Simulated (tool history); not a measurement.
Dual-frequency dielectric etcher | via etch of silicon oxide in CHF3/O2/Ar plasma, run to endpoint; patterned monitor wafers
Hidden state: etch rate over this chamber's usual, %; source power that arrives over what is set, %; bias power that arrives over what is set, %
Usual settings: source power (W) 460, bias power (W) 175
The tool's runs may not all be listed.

| run | hour | source power (W) | bias power (W) | wafers since the last listed run | hours since the last wet clean | hours since the last source power generator calibration | hours since the last bias power generator calibration | hours since the last upper electrode change | incoming incoming film thickness, nm | endpoint time (s) |
|---|---|---|---|---|---|---|---|---|---|---|
| 1 | 0 | 540 | 155 | 0 | 161.4 | 4472.5 | 4287.1 | 3130.5 | 823.4 | 473.1 |
| 2 | 9 | 540 | 155 | 29 | 170.4 | 4481.5 | 4296.1 | 3139.5 | 826.8 | 472.7 |
| 3 | 23.7 | 460 | 175 | 48 | 185.1 | 4496.2 | 4310.8 | 3154.2 | 831.2 | 501.3 |
| 4 | 77.3 | 460 | 175 | 177 | 238.7 | 4549.8 | 4364.4 | 3207.8 | 830.6 | 501.2 |
| 5 | 92.3 | 460 | 165 | 49 | 253.7 | 4564.8 | 4379.4 | 3222.8 | 826.5 | 510.8 |
| 6 | 99.3 | 460 | 175 | 23 | 260.7 | 4571.8 | 4386.4 | 3229.8 | 817.3 | 498.2 |
| 7 | 127.4 | 460 | 175 | 93 | 288.8 | 4599.9 | 4414.5 | 3257.9 | 822.8 | 498.5 |
| 8 | 136.1 | 460 | 191 | 28 | 297.5 | 4608.6 | 4423.2 | 3266.6 | 828.9 | 491.5 |
| 9 | 146.4 | 460 | 191 | 34 | 307.8 | 4618.9 | 4433.5 | 3276.9 | 824.3 | 494 |
| 10 | 157.9 | 460 | 191 | 38 | 319.3 | 4630.4 | 4445 | 3288.4 | 825.9 | 493.8 |
| 11 | 171.6 | 460 | 175 | 45 | 333 | 4644.1 | 4458.7 | 3302.1 | 830.2 | 515.1 |
| 12 | 179.5 | 420 | 175 | 26 | 340.9 | 4652 | 4466.6 | 3310 | 830.5 | 534.7 |
| 13 | 195.3 | 420 | 175 | 52 | 356.7 | 4667.8 | 4482.4 | 3325.8 | 829.6 | 539 |
| 14 | 212.6 | 460 | 175 | 57 | 374 | 4685.1 | 4499.7 | 3343.1 | 831.2 | 505 |
|  | 222.3 | source power generator calibrated |
| 15 | 224.1 | 460 | 175 | 24 | 385.5 | 1.8 | 4511.2 | 3354.6 | 829.9 | 503.9 |
| 16 | 234.6 | 460 | 175 | 34 | 396 | 12.3 | 4521.7 | 3365.1 | 829 | 512.4 |
| 17 | 245.1 | 460 | 175 | 34 | 406.5 | 22.8 | 4532.2 | 3375.6 | 831.2 | 516.6 |
|  | 272 | upper electrode replaced |
| 18 | 272.5 | 510 | 164 | 11 | 433.9 | 50.2 | 4559.6 | 0.5 | 828.8 | 494.6 |
| 19 | 272.9 | 510 | 203 | 1 | 434.3 | 50.6 | 4560 | 0.9 | 829.8 | 465.6 |
| 20 | 276 | 460 | 175 | 10 | 437.4 | 53.7 | 4563.1 | 4 | 832.7 | 516.5 |
| 21 | 285.9 | 460 | 175 | 32 | 447.3 | 63.6 | 4573 | 13.9 | 831.3 | 511.8 |
| 22 | 301.9 | 560 | 133 | 53 | 463.3 | 79.6 | 4589 | 29.9 | 832.1 | 508.3 |
| 23 | 313.3 | 410 | 175 | 37 | 474.7 | 91 | 4600.4 | 41.3 | 828.7 | 544.8 |
|  | 332.1 | bias power generator calibrated |
| 24 | 332.6 | 490 | 202 | 50 | 494 | 110.3 | 0.5 | 60.6 | 824.3 | 479.5 |
| 25 | 348.5 | 570 | 150 | 52 | 509.9 | 126.2 | 16.4 | 76.5 | 837.7 | 486.7 |
| 26 | 358.8 | 510 | 137 | 34 | 520.2 | 136.5 | 26.7 | 86.8 | 826.4 | 518 |
| 27 | 367.5 | 460 | 215 | 28 | 528.9 | 145.2 | 35.4 | 95.5 | 824.9 | 484.9 |
| 28 | 381 | 460 | 175 | 44 | 542.4 | 158.7 | 48.9 | 109 | 826.8 | 516.7 |
|  | 405.1 | wet clean of the chamber |
| 29 | 405.6 | 520 | 148 | 1 | 0.5 | 183.3 | 73.5 | 133.6 | 830.4 | 487 |
| 30 | 406.3 | 420 | 192 | 2 | 1.2 | 184 | 74.2 | 134.3 | 823.5 | 499.2 |
| 31 | 420.9 | 400 | 146 | 48 | 15.8 | 198.6 | 88.8 | 148.9 | 821.7 | 553.8 |
| 32 | 429.2 | 460 | 175 | 27 | 24.1 | 206.9 | 97.1 | 157.2 | 826.4 | 488.5 |
| 33 | 461.7 | 570 | 175 | 107 | 56.6 | 239.4 | 129.6 | 189.7 | 821.9 | 437.7 |
| 34 | 501 | 460 | 138 | 130 | 95.9 | 278.7 | 168.9 | 229 | 823.8 | 532.6 |
| 35 | 512.4 | 390 | 193 | 37 | 107.3 | 290.1 | 180.3 | 240.4 | 826.1 | 536.7 |

Forecast each of these 3 alternatives for the next run:
| A | 512.9 | 560 | 175 | 1 | 107.8 | 290.6 | 180.8 | 240.9 | 835.3 | ? |
| B | 512.9 | 570 | 152 | 1 | 107.8 | 290.6 | 180.8 | 240.9 | 835.3 | ? |
| C | 512.9 | 420 | 143 | 1 | 107.8 | 290.6 | 180.8 | 240.9 | 835.3 | ? |

| run | endpoint time (s) |
|---|---|
| A | 450.2 |
| B | 462.8 |
| C | 551.7 |
Without the tool's hidden state the same runs would have given:
| run | endpoint time (s) |
|---|---|
| A | 444.1 |
| B | 456.5 |
| C | 544.2 |
